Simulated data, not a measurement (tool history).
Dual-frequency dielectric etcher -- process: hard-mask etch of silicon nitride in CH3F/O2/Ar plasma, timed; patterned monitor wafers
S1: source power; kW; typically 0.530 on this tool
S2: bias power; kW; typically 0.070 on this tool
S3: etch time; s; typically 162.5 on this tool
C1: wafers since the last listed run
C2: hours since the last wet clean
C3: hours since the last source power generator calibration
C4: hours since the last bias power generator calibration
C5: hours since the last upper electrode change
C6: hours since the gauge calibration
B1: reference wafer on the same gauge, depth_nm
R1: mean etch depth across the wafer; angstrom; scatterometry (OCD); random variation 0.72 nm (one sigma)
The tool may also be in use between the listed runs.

Run 1, hour 0.0: usual settings but S1 0.480 kW, S3 142.5 s; C1 0; C2 274.2; C3 4172.1; C4 2656.9; C5 4214.4; C6 2023.2; B1 112.1. Result: R1 1077 angstrom.
Run 2, hour 51.2: usual settings but S1 0.480 kW, S3 142.5 s; C1 288; C2 325.4; C3 4223.3; C4 2708.1; C5 4265.6; C6 2074.4; B1 111.9. Result: R1 1068 angstrom.
Run 3, hour 149.9: usual settings but S3 133.5 s; C1 556; C2 424.1; C3 4322.0; C4 2806.8; C5 4364.3; C6 2173.1; B1 112.1. Result: R1 1034 angstrom.
Run 4, hour 194.1: usual settings but S3 133.5 s; C1 249; C2 468.3; C3 4366.2; C4 2851.0; C5 4408.5; C6 2217.3; B1 112.1. Result: R1 1028 angstrom.
At hour 228.0: wet clean of the chamber.
Run 5, hour 245.0: usual settings; C1 151; C2 17.0; C3 4417.1; C4 2901.9; C5 4459.4; C6 2268.2; B1 112.0. Result: R1 1303 angstrom.
Run 6, hour 342.5: usual settings; C1 549; C2 114.5; C3 4514.6; C4 2999.4; C5 4556.9; C6 2365.7; B1 112.0. Result: R1 1301 angstrom.
Run 7, hour 623.3: usual settings; C1 1582; C2 395.3; C3 4795.4; C4 3280.2; C5 4837.7; C6 2646.5; B1 112.0. Result: R1 1258 angstrom.
Run 8, hour 668.5: usual settings; C1 254; C2 440.5; C3 4840.6; C4 3325.4; C5 4882.9; C6 2691.7; B1 111.9. Result: R1 1263 angstrom.
At hour 712.1: wet clean of the chamber.
Run 9, hour 716.3: usual settings; C1 134; C2 4.2; C3 4888.4; C4 3373.2; C5 4930.7; C6 2739.5; B1 112.0. Result: R1 1312 angstrom.
At hour 767.4: upper electrode replaced, of another model than before.
Run 10, hour 767.9: usual settings; C1 155; C2 55.8; C3 4940.0; C4 3424.8; C5 0.5; C6 2791.1; B1 111.8. Result: R1 1313 angstrom.
Run 11, hour 822.0: usual settings but S2 0.075 kW; C1 304; C2 109.9; C3 4994.1; C4 3478.9; C5 54.6; C6 2845.2; B1 112.0. Result: R1 1351 angstrom.
Run 12, hour 866.3: usual settings; C1 249; C2 154.2; C3 5038.4; C4 3523.2; C5 98.9; C6 2889.5; B1 111.9. Result: R1 1286 angstrom.
At hour 922.9: source power generator calibrated.
Run 13, hour 937.2: usual settings but S1 0.460 kW, S2 0.055 kW, S3 178.5 s; C1 376; C2 225.1; C3 14.3; C4 3594.1; C5 169.8; C6 2960.4; B1 112.1. Result: R1 1110 angstrom.
At hour 1020.2: gauge calibrated.
Run 14, hour 1042.1: usual settings but S1 0.630 kW, S2 0.056 kW, S3 132.5 s; C1 591; C2 330.0; C3 119.2; C4 3699.0; C5 274.7; C6 21.9; B1 112.0. Result: R1 981 angstrom.
Run 15, hour 1124.7: usual settings but S1 0.620 kW, S3 123.5 s; C1 465; C2 412.6; C3 201.8; C4 3781.6; C5 357.3; C6 104.5; B1 112.0. Result: R1 1031 angstrom.
Run 16, hour 1211.7: usual settings but S2 0.056 kW, S3 126.5 s; C1 490; C2 499.6; C3 288.8; C4 3868.6; C5 444.3; C6 191.5; B1 112.0. Result: R1 837 angstrom.
At hour 1243.0: wet clean of the chamber.
Run 17, hour 1284.9: usual settings; C1 277; C2 41.9; C3 362.0; C4 3941.8; C5 517.5; C6 264.7; B1 112.0. Result: R1 1300 angstrom.
At hour 1335.2: bias power generator calibrated.
Run 18, hour 1347.7: usual settings but S1 0.580 kW, S3 200.0 s; C1 331; C2 104.7; C3 424.8; C4 12.5; C5 580.3; C6 327.5; B1 112.0. Result: R1 1674 angstrom.
Run 19, hour 1426.2: usual settings but S1 0.410 kW, S2 0.081 kW, S3 179.0 s; C1 442; C2 183.2; C3 503.3; C4 91.0; C5 658.8; C6 406.0; B1 111.9. Result: R1 1347 angstrom.
Run 20, hour 1481.7: usual settings but S1 0.570 kW, S3 208.5 s; C1 312; C2 238.7; C3 558.8; C4 146.5; C5 714.3; C6 461.5; B1 112.0. Result: R1 1700 angstrom.
Run 21, hour 1552.1: usual settings; C1 396; C2 309.1; C3 629.2; C4 216.9; C5 784.7; C6 531.9; B1 112.0. Result: R1 1268 angstrom.
Run 22, hour 1644.1: usual settings but S1 0.600 kW, S3 146.0 s; C1 518; C2 401.1; C3 721.2; C4 308.9; C5 876.7; C6 623.9; B1 112.1. Result: R1 1196 angstrom.
Run 23, hour 1746.2: usual settings but S1 0.460 kW, S2 0.075 kW, S3 208.5 s; C1 575; C2 503.2; C3 823.3; C4 411.0; C5 978.8; C6 726.0; B1 111.9. Result: R1 1541 angstrom.
At hour 1820.8: wet clean of the chamber.
Run 24, hour 1849.4: usual settings but S1 0.460 kW, S2 0.065 kW, S3 204.0 s; C1 446; C2 28.6; C3 926.5; C4 514.2; C5 1082.0; C6 829.2; B1 112.0. Result: R1 1439 angstrom.
Run 25, hour 1940.0: usual settings but S1 0.460 kW, S2 0.055 kW, S3 178.5 s; C1 510; C2 119.2; C3 1017.1; C4 604.8; C5 1172.6; C6 919.8; B1 112.1. Result: R1 1124 angstrom.
Run 26, hour 1987.5: usual settings; C1 267; C2 166.7; C3 1064.6; C4 652.3; C5 1220.1; C6 967.3; B1 112.0. Result: R1 1299 angstrom.
Run 27, hour 2070.7: usual settings but S2 0.065 kW, S3 196.0 s; C1 468; C2 249.9; C3 1147.8; C4 735.5; C5 1303.3; C6 1050.5; B1 111.9. Result: R1 1478 angstrom.
Run 28, hour 2170.1: usual settings; C1 560; C2 349.3; C3 1247.2; C4 834.9; C5 1402.7; C6 1149.9; B1 112.0. Result: R1 1273 angstrom.
Run 29, hour 2224.3: usual settings but S2 0.055 kW; C1 305; C2 403.5; C3 1301.4; C4 889.1; C5 1456.9; C6 1204.1; B1 112.0. Result: R1 1069 angstrom.

What if the next run were any one of these 4? Each begins from the tool's condition after run 29:
Run A, hour 2224.8: usual settings but S3 136.0 s; C1 2; C2 404.0; C3 1301.9; C4 889.6; C5 1457.4; C6 1204.6; B1 ?. Result: R1 ?.
Run B, hour 2224.8: usual settings but S1 0.480 kW, S2 0.054 kW, S3 126.0 s; C1 2; C2 404.0; C3 1301.9; C4 889.6; C5 1457.4; C6 1204.6; B1 ?. Result: R1 ?.
Run C, hour 2224.8: usual settings but S1 0.640 kW, S2 0.082 kW, S3 119.0 s; C1 2; C2 404.0; C3 1301.9; C4 889.6; C5 1457.4; C6 1204.6; B1 ?. Result: R1 ?.
Run D, hour 2224.8: usual settings but S1 0.420 kW, S3 187.5 s; C1 2; C2 404.0; C3 1301.9; C4 889.6; C5 1457.4; C6 1204.6; B1 ?. Result: R1 ?.

run     B1    R1
  A  112.0  1060
  B  112.0   782
  C  112.0  1121
  D  112.0  1286
With no hidden state in the tool, these same runs would have given:
run    R1
  A  1107
  B   817
  C  1171
  D  1344
